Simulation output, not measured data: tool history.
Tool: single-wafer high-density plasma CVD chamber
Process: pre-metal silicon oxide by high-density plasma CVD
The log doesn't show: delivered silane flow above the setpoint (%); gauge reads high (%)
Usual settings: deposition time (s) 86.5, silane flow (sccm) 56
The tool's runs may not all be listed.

| run | hour | deposition time (s) | silane flow (sccm) | wafers since the last listed run | hours since the silane flow controller was replaced | hours since the gauge calibration | read-back reference wafer on the same gauge, thickness_nm | mean film thickness on the monitor wafer (nm) |
|---|---|---|---|---|---|---|---|---|
| 1 | 0.0 | 90.1 | 59 | 0 | 1327.0 | 28.6 | 469.128 | 490.528 |
| 2 | 52.7 | 75.4 | 59 | 712 | 1379.7 | 81.3 | 469.507 | 410.041 |
| 3 | 67.7 | 94.7 | 56 | 202 | 1394.7 | 96.3 | 468.962 | 498.210 |
| 4 | 83.8 | 94.7 | 56 | 217 | 1410.8 | 112.4 | 469.027 | 498.794 |
| 5 | 113.8 | 86.5 | 56 | 405 | 1440.8 | 142.4 | 468.896 | 456.912 |
| 6 | 145.3 | 86.5 | 53 | 425 | 1472.3 | 173.9 | 468.818 | 441.394 |
| 7 | 172.2 | 86.5 | 53 | 363 | 1499.2 | 200.8 | 468.787 | 440.923 |
| 8 | 205.9 | 86.5 | 53 | 455 | 1532.9 | 234.5 | 469.150 | 439.147 |
| 9 | 223.7 | 86.5 | 56 | 240 | 1550.7 | 252.3 | 469.364 | 456.613 |
| 10 | 251.6 | 86.5 | 56 | 377 | 1578.6 | 280.2 | 469.313 | 457.941 |
| 11 | 284.2 | 86.5 | 56 | 440 | 1611.2 | 312.8 | 469.170 | 454.756 |
| 12 | 308.9 | 78.5 | 56 | 333 | 1635.9 | 337.5 | 468.697 | 411.636 |
| 13 | 324.2 | 78.5 | 56 | 206 | 1651.2 | 352.8 | 468.666 | 411.669 |
| 14 | 355.5 | 78.5 | 56 | 423 | 1682.5 | 384.1 | 469.085 | 413.058 |
|  | 374.4 | silane flow controller replaced |
| 15 | 390.9 | 82.3 | 63 | 370 | 16.5 | 419.5 | 468.685 | 483.565 |
| 16 | 424.2 | 82.3 | 63 | 450 | 49.8 | 452.8 | 469.044 | 484.320 |
| 17 | 456.5 | 86.5 | 56 | 436 | 82.1 | 485.1 | 468.896 | 473.272 |
| 18 | 480.7 | 83.0 | 64 | 327 | 106.3 | 509.3 | 468.978 | 491.654 |
| 19 | 512.5 | 83.0 | 64 | 429 | 138.1 | 541.1 | 469.445 | 492.024 |
| 20 | 525.4 | 83.0 | 64 | 174 | 151.0 | 554.0 | 469.355 | 488.901 |
| 21 | 559.5 | 86.5 | 56 | 461 | 185.1 | 588.1 | 469.036 | 468.882 |
| 22 | 589.4 | 86.5 | 56 | 404 | 215.0 | 618.0 | 469.060 | 470.795 |
| 23 | 624.6 | 97.9 | 67 | 475 | 250.2 | 653.2 | 468.901 | 590.894 |
|  | 656.5 | gauge calibrated |
| 24 | 671.7 | 96.0 | 65 | 636 | 297.3 | 15.2 | 469.333 | 568.231 |
| 25 | 693.3 | 69.6 | 46 | 292 | 318.9 | 36.8 | 468.681 | 334.831 |
| 26 | 706.5 | 77.0 | 62 | 178 | 332.1 | 50.0 | 469.209 | 442.636 |
| 27 | 730.9 | 90.1 | 59 | 329 | 356.5 | 74.4 | 469.002 | 502.688 |
| 28 | 751.0 | 100.9 | 59 | 271 | 376.6 | 94.5 | 469.064 | 562.125 |
| 29 | 771.7 | 71.0 | 67 | 279 | 397.3 | 115.2 | 469.110 | 428.071 |
| 30 | 786.1 | 86.5 | 56 | 194 | 411.7 | 129.6 | 469.038 | 465.719 |

The next listed run, before its measurement:
| 31 | 809.3 | 76.1 | 65 | 313 | 434.9 | 152.8 | ? | ? |

read-back reference wafer on the same gauge, thickness_nm: 468.713
mean film thickness on the monitor wafer (nm): 446.550
Without the tool's hidden state the same run would have given mean film thickness on the monitor wafer (nm) 454.842.

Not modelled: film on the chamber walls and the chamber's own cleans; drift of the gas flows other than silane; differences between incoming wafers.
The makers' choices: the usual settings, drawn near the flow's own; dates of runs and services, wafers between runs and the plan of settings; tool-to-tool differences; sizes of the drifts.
